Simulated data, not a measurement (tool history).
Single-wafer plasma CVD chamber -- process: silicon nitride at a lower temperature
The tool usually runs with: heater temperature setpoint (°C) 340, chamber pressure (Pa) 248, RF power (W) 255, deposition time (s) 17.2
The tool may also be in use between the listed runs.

run	hour	heater temperature setpoint (°C)	chamber pressure (Pa)	RF power (W)	deposition time (s)	read-back reference wafer on the same gauge, thickness_nm	mean film thickness on the monitor wafer (Å)
1	0.0	340	248	255	15.2	22.034	160.63
2	55.2	340	248	255	15.2	21.995	160.01
3	141.3	340	248	255	15.2	21.988	159.05
4	236.2	340	248	255	17.2	22.019	180.54
5	276.5	340	248	255	17.2	21.994	179.32
6	347.8	340	248	255	17.2	22.006	179.87
# hour 440.1: RF generator calibrated
7	440.6	340	248	255	17.2	21.962	183.65
8	528.0	340	248	255	17.2	22.017	185.22
9	630.7	340	248	255	17.2	21.973	183.44
10	687.3	340	248	255	17.2	22.015	183.15
11	757.9	340	248	255	17.2	22.026	182.77
# hour 773.7: capacitance manometer re-zeroed and calibrated
# hour 805.9: showerhead replaced
12	823.3	332	213	285	19.3	22.029	211.58
13	862.0	340	248	220	17.2	22.011	158.46

The next listed run, before its measurement:
14	938.7	340	248	255	17.2	?	?

read-back reference wafer on the same gauge, thickness_nm: 22.041
mean film thickness on the monitor wafer (Å): 181.90
The same run, on a tool lacking any hidden state, would have yielded mean film thickness on the monitor wafer (Å) 184.16.

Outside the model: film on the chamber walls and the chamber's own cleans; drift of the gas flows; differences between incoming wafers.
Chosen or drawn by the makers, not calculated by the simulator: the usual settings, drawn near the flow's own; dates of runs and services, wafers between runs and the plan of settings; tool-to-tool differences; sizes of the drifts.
